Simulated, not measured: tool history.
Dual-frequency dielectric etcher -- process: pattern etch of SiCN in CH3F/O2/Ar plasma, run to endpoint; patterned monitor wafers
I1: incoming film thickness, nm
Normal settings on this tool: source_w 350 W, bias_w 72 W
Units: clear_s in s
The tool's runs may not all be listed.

{"run": 1, "hour": 0.0, "source_w": 350, "bias_w": 72, "I1": 8.02, "clear_s": 22.9}
{"run": 2, "hour": 26.8, "source_w": 350, "bias_w": 72, "I1": 8.04, "clear_s": 23}
{"run": 3, "hour": 87.1, "source_w": 350, "bias_w": 72, "I1": 8, "clear_s": 23.1}
{"hour": 133.2, "done": "wet clean of the chamber"}
{"run": 4, "hour": 133.7, "source_w": 350, "bias_w": 72, "I1": 8.03, "clear_s": 21.8}
{"run": 5, "hour": 159.3, "source_w": 350, "bias_w": 72, "I1": 8.04, "clear_s": 22.1}
{"run": 6, "hour": 195.9, "source_w": 350, "bias_w": 72, "I1": 8.08, "clear_s": 21.9}
{"run": 7, "hour": 248.9, "source_w": 350, "bias_w": 72, "I1": 8.05, "clear_s": 22.2}
{"run": 8, "hour": 276.5, "source_w": 350, "bias_w": 72, "I1": 8.04, "clear_s": 22.4}
{"run": 9, "hour": 307.0, "source_w": 350, "bias_w": 72, "I1": 7.95, "clear_s": 22.2}
{"run": 10, "hour": 351.4, "source_w": 350, "bias_w": 72, "I1": 8.02, "clear_s": 22.3}
{"run": 11, "hour": 377.7, "source_w": 400, "bias_w": 72, "I1": 7.94, "clear_s": 21.1}
{"run": 12, "hour": 420.7, "source_w": 330, "bias_w": 72, "I1": 8.03, "clear_s": 22.8}
{"hour": 448.8, "done": "bias power generator calibrated"}
{"run": 13, "hour": 480.7, "source_w": 330, "bias_w": 72, "I1": 7.94, "clear_s": 22.8}
{"run": 14, "hour": 535.6, "source_w": 320, "bias_w": 65, "I1": 8.05, "clear_s": 25.3}
{"run": 15, "hour": 591.1, "source_w": 410, "bias_w": 57, "I1": 8.06, "clear_s": 25.4}
{"hour": 626.0, "done": "wet clean of the chamber"}
{"run": 16, "hour": 657.3, "source_w": 350, "bias_w": 72, "I1": 8.05, "clear_s": 22.1}
{"run": 17, "hour": 715.9, "source_w": 280, "bias_w": 56, "I1": 8, "clear_s": 28.2}
{"run": 18, "hour": 770.7, "source_w": 350, "bias_w": 60, "I1": 7.97, "clear_s": 24.8}
{"run": 19, "hour": 809.1, "source_w": 390, "bias_w": 78, "I1": 8.04, "clear_s": 20.6}
{"run": 20, "hour": 843.8, "source_w": 400, "bias_w": 72, "I1": 8.04, "clear_s": 21.4}
{"run": 21, "hour": 876.6, "source_w": 440, "bias_w": 81, "I1": 7.91, "clear_s": 19.2}
{"run": 22, "hour": 928.7, "source_w": 420, "bias_w": 55, "I1": 8, "clear_s": 25.3}
{"run": 23, "hour": 989.4, "source_w": 270, "bias_w": 56, "I1": 7.95, "clear_s": 29.4}
{"hour": 1013.6, "done": "source power generator calibrated"}
{"run": 24, "hour": 1030.1, "source_w": 350, "bias_w": 66, "I1": 7.98, "clear_s": 24.3}
{"hour": 1054.9, "done": "wet clean of the chamber"}
{"run": 25, "hour": 1069.5, "source_w": 350, "bias_w": 72, "I1": 7.99, "clear_s": 22.1}
{"run": 26, "hour": 1121.7, "source_w": 420, "bias_w": 61, "I1": 7.93, "clear_s": 22.6}

For run 27, what comes out?
{"hour": 1152.1, "done": "upper electrode replaced"}
{"run": 27, "hour": 1188.2, "source_w": 380, "bias_w": 59, "I1": 8.04, "clear_s": "?"}

{"run 27": {"clear_s": 24.4}}
Were there no unlogged condition in the tool, this run, its random variation unchanged, would have produced clear_s 23.8 s.

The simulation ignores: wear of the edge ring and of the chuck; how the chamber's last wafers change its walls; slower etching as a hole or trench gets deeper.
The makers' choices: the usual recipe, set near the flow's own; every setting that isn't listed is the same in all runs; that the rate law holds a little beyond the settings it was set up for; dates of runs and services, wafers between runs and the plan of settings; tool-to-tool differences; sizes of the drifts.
